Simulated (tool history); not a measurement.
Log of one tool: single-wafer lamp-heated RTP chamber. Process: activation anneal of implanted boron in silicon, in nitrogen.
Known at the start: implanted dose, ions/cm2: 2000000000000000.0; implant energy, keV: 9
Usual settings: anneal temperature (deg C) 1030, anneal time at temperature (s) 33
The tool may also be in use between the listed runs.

run	hour	anneal temperature (deg C)	anneal time at temperature (s)	read-back reference wafer on the same gauge, sheet resistance	sheet resistance of the implanted and annealed layer (ohm/square)
1	0.0	1030	28	104.39	93.65
2	100.5	1030	28	104.45	93.34
3	184.1	1030	33	104.46	91.04
4	274.3	1030	33	104.51	90.21
5	346.2	1030	33	104.25	90.31
6	428.5	1030	33	104.48	90.48
# hour 589.0: pyrometer window cleaned and pyrometer calibrated
7	701.3	1030	33	104.55	92.83
8	754.3	1030	33	104.21	92.29
9	798.9	1030	33	104.36	92.26
10	848.8	1030	33	104.36	92.29
# hour 945.0: reflector plate cleaned
11	959.2	1030	33	104.40	91.39
# hour 992.9: gauge calibrated
12	1017.0	1030	33	104.33	91.32
13	1082.5	1030	33	104.44	90.73
14	1127.8	1022	26	104.46	97.90

Run 15 comes next. What will it give?
15	1180.2	1030	33	?	?

Run 15 gave read-back reference wafer on the same gauge, sheet resistance 104.42, sheet resistance of the implanted and annealed layer (ohm/square) 90.02.
Without the tool's hidden state the same run would have given sheet resistance of the implanted and annealed layer (ohm/square) 92.94.
